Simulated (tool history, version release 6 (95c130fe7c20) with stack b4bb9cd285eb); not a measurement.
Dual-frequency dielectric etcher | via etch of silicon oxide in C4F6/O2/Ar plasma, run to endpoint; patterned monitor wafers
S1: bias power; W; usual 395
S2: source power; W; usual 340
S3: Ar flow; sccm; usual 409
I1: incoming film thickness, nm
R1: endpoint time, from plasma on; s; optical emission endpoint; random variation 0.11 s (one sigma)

Run 1, hour 0: usual settings; I1 117.9. Result: R1 28.9 s.
Run 2, hour 16.9: usual settings but S3 456 sccm; I1 118.8. Result: R1 29.3 s.
Run 3, hour 36: usual settings; I1 117.2. Result: R1 28.5 s.
Run 4, hour 48.9: usual settings; I1 119.2. Result: R1 28.9 s.
Run 5, hour 80.5: usual settings; I1 119.5. Result: R1 29 s.
Run 6, hour 187.9: usual settings; I1 118.7. Result: R1 29.7 s.
Run 7, hour 237: usual settings but S1 363 W; I1 118.2. Result: R1 30.7 s.
Run 8, hour 251.2: usual settings but S1 363 W; I1 118.5. Result: R1 30.5 s.
Run 9, hour 281.2: usual settings but S3 370 sccm; I1 119. Result: R1 28.9 s.
Run 10, hour 305.1: usual settings but S2 410 W, S3 365 sccm; I1 118.7. Result: R1 27.4 s.
Run 11, hour 322.4: usual settings but S1 356 W, S2 390 W; I1 119.3. Result: R1 30 s.
Run 12, hour 356.5: usual settings but S1 302 W, S3 476 sccm; I1 119.1. Result: R1 34.5 s.
Run 13, hour 394.7: usual settings; I1 118.2. Result: R1 28.8 s.
Run 14, hour 415: usual settings; I1 118.3. Result: R1 28.7 s.
Run 15, hour 436.1: usual settings but S1 462 W, S3 360 sccm; I1 118. Result: R1 25.9 s.
Run 16, hour 452.7: usual settings but S1 365 W, S3 497 sccm; I1 118.4. Result: R1 30.6 s.
Run 17, hour 482.4: usual settings; I1 119.8. Result: R1 29.1 s.
Run 18, hour 527.6: usual settings but S2 370 W; I1 119.5. Result: R1 29.5 s.
Run 19, hour 529.3: usual settings; I1 117.9. Result: R1 29.7 s.
Run 20, hour 559.8: usual settings but S2 420 W, S3 311 sccm; I1 116.6. Result: R1 26.8 s.
Run 21, hour 572.7: usual settings but S1 325 W; I1 118.3. Result: R1 33 s.
Run 22, hour 588.1: usual settings but S1 320 W; I1 117.4. Result: R1 32.8 s.
Run 23, hour 635.3: usual settings but S3 361 sccm; I1 118.5. Result: R1 29 s.
Run 24, hour 661.3: usual settings but S1 450 W, S2 290 W; I1 117.8. Result: R1 28.2 s.
Run 25, hour 683.2: usual settings but S1 479 W, S2 290 W; I1 118.6. Result: R1 27.5 s.
Run 26, hour 702.7: usual settings; I1 116.3. Result: R1 28.4 s.
Run 27, hour 716.6: usual settings; I1 119.6. Result: R1 29.5 s.
Run 28, hour 746.2: usual settings but S1 449 W, S3 461 sccm; I1 118.2. Result: R1 27.5 s.
Run 29, hour 761.5: usual settings but S3 472 sccm; I1 119. Result: R1 29.7 s.

Taken out of this log: 6 entries between the listed runs. Where each belongs, and how the hidden state differs across it:
Between runs 4 and 5: bias power generator calibrated (hour 73.5)
  etch rate over this chamber's usual, %: 3.5 -> 3.86
  measured less the result without the state, R1: -1 -> -1.1 s
Between runs 5 and 6: wet clean of the chamber (hour 121.1); Ar flow controller replaced (hour 130.6)
  etch rate over this chamber's usual, %: 3.86 -> 0.772
  measured less the result without the state, R1: -1.1 -> -0.2 s
Between runs 6 and 7: upper electrode replaced (hour 236.5)
  etch rate over this chamber's usual, %: 0.772 -> 1.32
  measured less the result without the state, R1: -0.2 -> -0.4 s
Between runs 9 and 10: source power generator calibrated (hour 289.8)
  etch rate over this chamber's usual, %: 1.82 -> 2.09
  measured less the result without the state, R1: -0.5 -> -0.5 s
Between runs 17 and 18: wet clean of the chamber (hour 527.1)
  etch rate over this chamber's usual, %: 4.08 -> -0.134
  measured less the result without the state, R1: -1.2 -> +0.1 s

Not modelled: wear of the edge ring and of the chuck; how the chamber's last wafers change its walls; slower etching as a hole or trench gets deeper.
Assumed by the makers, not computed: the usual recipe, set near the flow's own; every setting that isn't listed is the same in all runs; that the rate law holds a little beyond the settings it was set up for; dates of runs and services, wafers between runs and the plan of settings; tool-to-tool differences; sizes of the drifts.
